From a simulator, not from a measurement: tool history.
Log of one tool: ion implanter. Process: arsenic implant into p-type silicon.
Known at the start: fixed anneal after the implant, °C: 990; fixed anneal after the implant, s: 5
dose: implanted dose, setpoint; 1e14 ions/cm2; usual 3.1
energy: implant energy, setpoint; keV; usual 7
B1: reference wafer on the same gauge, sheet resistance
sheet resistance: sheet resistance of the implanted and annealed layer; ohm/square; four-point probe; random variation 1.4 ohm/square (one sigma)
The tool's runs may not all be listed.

{"run": 1, "day": 0.0, "dose": 3.1, "energy": 7, "B1": 425.72, "sheet resistance": 348.91}
{"run": 2, "day": 0.729, "dose": 3.1, "energy": 7, "B1": 426.08, "sheet resistance": 351.56}
{"run": 3, "day": 1.25, "dose": 3.1, "energy": 7, "B1": 426.08, "sheet resistance": 349.07}
{"run": 4, "day": 1.762, "dose": 3.1, "energy": 7, "B1": 426.29, "sheet resistance": 349.87}
{"run": 5, "day": 2.129, "dose": 3.1, "energy": 7, "B1": 426.46, "sheet resistance": 349.73}
{"run": 6, "day": 2.467, "dose": 3.1, "energy": 7, "B1": 425.65, "sheet resistance": 352.08}
{"run": 7, "day": 3.104, "dose": 3.1, "energy": 7, "B1": 426.42, "sheet resistance": 347.82}
{"run": 8, "day": 3.383, "dose": 3.1, "energy": 8, "B1": 426.41, "sheet resistance": 344.08}
{"run": 9, "day": 3.675, "dose": 3.1, "energy": 8, "B1": 426.41, "sheet resistance": 343.29}
{"run": 10, "day": 5.604, "dose": 3.1, "energy": 8, "B1": 426.28, "sheet resistance": 342.93}
{"run": 11, "day": 5.962, "dose": 3.4, "energy": 5.5, "B1": 425.8, "sheet resistance": 341.72}
{"run": 12, "day": 6.7, "dose": 3.4, "energy": 5.5, "B1": 425.99, "sheet resistance": 344.4}
{"run": 13, "day": 7.129, "dose": 3.1, "energy": 7, "B1": 426.05, "sheet resistance": 348.42}
{"run": 14, "day": 7.571, "dose": 2.9, "energy": 7, "B1": 425.99, "sheet resistance": 367.39}
{"run": 15, "day": 8.246, "dose": 3.1, "energy": 5.5, "B1": 425.57, "sheet resistance": 362.01}
{"run": 16, "day": 9.088, "dose": 3.1, "energy": 5.5, "B1": 425.89, "sheet resistance": 364.95}
{"run": 17, "day": 9.625, "dose": 3.1, "energy": 7, "B1": 425.26, "sheet resistance": 348.95}
{"day": 9.892, "done": "gauge calibrated"}
{"run": 18, "day": 10.188, "dose": 2.26, "energy": 6, "B1": 426.47, "sheet resistance": 446.81}

Forecast run 19:
{"run": 19, "day": 10.688, "dose": 3.1, "energy": 6, "B1": "?", "sheet resistance": "?"}

B1: 426.62
sheet resistance: 358.49 ohm/square
Without the tool's hidden state the same run would have given sheet resistance 372.12 ohm/square.
